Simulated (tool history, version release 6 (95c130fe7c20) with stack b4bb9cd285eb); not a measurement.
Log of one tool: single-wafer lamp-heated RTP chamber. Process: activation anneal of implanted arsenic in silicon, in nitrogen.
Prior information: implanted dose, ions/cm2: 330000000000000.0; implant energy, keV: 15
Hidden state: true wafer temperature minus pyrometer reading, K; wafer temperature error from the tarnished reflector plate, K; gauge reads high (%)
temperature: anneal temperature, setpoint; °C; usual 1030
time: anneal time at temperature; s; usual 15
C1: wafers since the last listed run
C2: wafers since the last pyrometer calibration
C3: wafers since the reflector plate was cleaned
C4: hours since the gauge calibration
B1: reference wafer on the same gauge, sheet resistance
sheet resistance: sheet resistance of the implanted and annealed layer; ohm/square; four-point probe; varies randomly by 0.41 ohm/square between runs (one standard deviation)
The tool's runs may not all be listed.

run 1 day=0 | temperature=1030 time=15 | C1=0 C2=1473 C3=2580 C4=34.3 | B1=328.06 | sheet_resistance=275.27
run 2 day=0.583 | temperature=1030 time=15 | C1=148 C2=1622 C3=2728 C4=48.3 | B1=327.87 | sheet_resistance=273.77
-- day=1.029 pyrometer window cleaned and pyrometer calibrated
run 3 day=2.075 | temperature=1030 time=15 | C1=294 C2=265 C3=3023 C4=84.1 | B1=327.93 | sheet_resistance=275.98
run 4 day=2.921 | temperature=1024 time=15 | C1=215 C2=480 C3=3238 C4=104.4 | B1=328.07 | sheet_resistance=276.62
run 5 day=4.412 | temperature=1016 time=19 | C1=379 C2=860 C3=3617 C4=140.2 | B1=327.89 | sheet_resistance=275.8
run 6 day=5.9 | temperature=1016 time=19 | C1=378 C2=1238 C3=3995 C4=175.9 | B1=328.07 | sheet_resistance=275.46
-- day=7.183 pyrometer window cleaned and pyrometer calibrated
run 7 day=7.204 | temperature=1030 time=15 | C1=246 C2=5 C3=4242 C4=207.2 | B1=327.91 | sheet_resistance=275.91
run 8 day=8.342 | temperature=1030 time=15 | C1=289 C2=294 C3=4531 C4=234.5 | B1=328.03 | sheet_resistance=275.92
run 9 day=8.958 | temperature=1030 time=15 | C1=156 C2=451 C3=4688 C4=249.3 | B1=328.04 | sheet_resistance=275.81
run 10 day=10.979 | temperature=1023 time=22 | C1=513 C2=965 C3=5202 C4=297.8 | B1=327.93 | sheet_resistance=272.66
run 11 day=12.467 | temperature=1043 time=15 | C1=378 C2=1343 C3=5580 C4=333.5 | B1=327.95 | sheet_resistance=272.41
-- day=12.921 pyrometer window cleaned and pyrometer calibrated
run 12 day=13.538 | temperature=1043 time=15 | C1=187 C2=157 C3=5767 C4=359.2 | B1=327.95 | sheet_resistance=273.34
-- day=14.575 gauge calibrated
run 13 day=14.808 | temperature=1043 time=15 | C1=323 C2=480 C3=6090 C4=5.6 | B1=327.92 | sheet_resistance=272.37
run 14 day=15.583 | temperature=1042 time=18 | C1=197 C2=677 C3=6287 C4=24.2 | B1=328.02 | sheet_resistance=271.39
run 15 day=16.417 | temperature=1050 time=23 | C1=211 C2=889 C3=6499 C4=44.2 | B1=328.17 | sheet_resistance=266.92
run 16 day=17.425 | temperature=1056 time=19 | C1=256 C2=1145 C3=6755 C4=68.4 | B1=328.06 | sheet_resistance=266.52
run 17 day=18.1 | temperature=1051 time=15 | C1=171 C2=1317 C3=6927 C4=84.6 | B1=328.07 | sheet_resistance=270.02
-- day=18.992 reflector plate cleaned
-- day=19.442 pyrometer window cleaned and pyrometer calibrated
run 18 day=19.471 | temperature=1030 time=15 | C1=179 C2=6 C3=37 C4=117.5 | B1=328.14 | sheet_resistance=276
run 19 day=20.367 | temperature=1053 time=22 | C1=227 C2=234 C3=265 C4=139 | B1=328.09 | sheet_resistance=267.46
run 20 day=21.167 | temperature=1045 time=15 | C1=203 C2=438 C3=468 C4=158.2 | B1=328.04 | sheet_resistance=272.35
run 21 day=22.183 | temperature=1030 time=15 | C1=258 C2=696 C3=726 C4=182.6 | B1=327.97 | sheet_resistance=275.28
run 22 day=23.354 | temperature=1030 time=10 | C1=297 C2=994 C3=1024 C4=210.7 | B1=327.96 | sheet_resistance=277.27
run 23 day=24.167 | temperature=1030 time=9 | C1=206 C2=1200 C3=1231 C4=230.2 | B1=328.08 | sheet_resistance=278.29
-- day=25.283 pyrometer window cleaned and pyrometer calibrated
run 24 day=25.479 | temperature=1030 time=15 | C1=248 C2=49 C3=1480 C4=261.7 | B1=328 | sheet_resistance=276.3
run 25 day=26.238 | temperature=1030 time=7 | C1=192 C2=242 C3=1672 C4=279.9 | B1=328.08 | sheet_resistance=280.7
run 26 day=27.362 | temperature=1003 time=8 | C1=285 C2=528 C3=1958 C4=306.9 | B1=328.01 | sheet_resistance=281.82

Consider 4 possible next runs. They are alternatives, not a sequence: every one starts from the tool as it was left by run 26. What does each give?
run A day=27.379 | temperature=1030 time=23 | C1=4 C2=532 C3=1963 C4=307.3 | B1=? | sheet_resistance=?
run B day=27.379 | temperature=1003 time=9 | C1=4 C2=532 C3=1963 C4=307.3 | B1=? | sheet_resistance=?
run C day=27.379 | temperature=1019 time=10 | C1=4 C2=532 C3=1963 C4=307.3 | B1=? | sheet_resistance=?
run D day=27.379 | temperature=1018 time=18 | C1=4 C2=532 C3=1963 C4=307.3 | B1=? | sheet_resistance=?

run=A B1=327.97 sheet_resistance=271.47
run=B B1=327.97 sheet_resistance=281.09
run=C B1=327.97 sheet_resistance=278.91
run=D B1=327.97 sheet_resistance=275.51
With the hidden condition removed and each run's random variation left untouched, the same runs would have given:
run=A sheet_resistance=272.49
run=B sheet_resistance=281.58
run=C sheet_resistance=279.48
run=D sheet_resistance=276.28
